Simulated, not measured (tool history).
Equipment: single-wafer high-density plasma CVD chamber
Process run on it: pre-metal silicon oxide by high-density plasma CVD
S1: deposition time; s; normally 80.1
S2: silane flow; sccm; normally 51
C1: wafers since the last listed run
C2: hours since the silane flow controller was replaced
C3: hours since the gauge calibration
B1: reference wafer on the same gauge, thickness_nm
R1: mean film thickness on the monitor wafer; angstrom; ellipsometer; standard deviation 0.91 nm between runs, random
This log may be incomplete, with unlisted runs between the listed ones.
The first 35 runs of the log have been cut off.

run,hour,S1,S2,C1,C2,C3,B1,R1
36,1627.5,65.6,42,1001,386.9,764.2,397.097,2677.35
37,1680.6,80.1,51,1063,440.0,817.3,397.039,3982.01
38,1717.7,80.1,48,742,477.1,854.4,396.777,3746.49
39,1743.6,65.6,57,518,503.0,880.3,396.929,3652.39
40,1797.2,85.8,51,1073,556.6,933.9,397.293,4261.00
41,1864.5,93.5,57,1347,623.9,1001.2,396.910,5204.89
42,1895.9,80.1,61,628,655.3,1032.6,396.728,4763.93
43,1962.3,86.9,41,1329,721.7,1099.0,396.955,3474.79
44,1997.0,86.2,58,694,756.4,1133.7,397.189,4875.99
45,2043.3,80.1,51,927,802.7,1180.0,397.251,4013.02

5 ways to go on from here, each from the tool as it stands after run 45. What would each give?
A,2043.7,80.1,46,8,803.1,1180.4,?,?
B,2043.7,67.6,55,8,803.1,1180.4,?,?
C,2043.7,80.1,45,8,803.1,1180.4,?,?
D,2043.7,73.8,43,8,803.1,1180.4,?,?
E,2043.7,70.4,51,8,803.1,1180.4,?,?

run,B1,R1
A,396.885,3607.05
B,396.885,3639.75
C,396.885,3528.64
D,396.885,3106.61
E,396.885,3514.84
Stripped of hidden state, with their random variation kept, the same runs would have yielded:
run,R1
A,3590.35
B,3622.90
C,3512.30
D,3092.23
E,3498.56
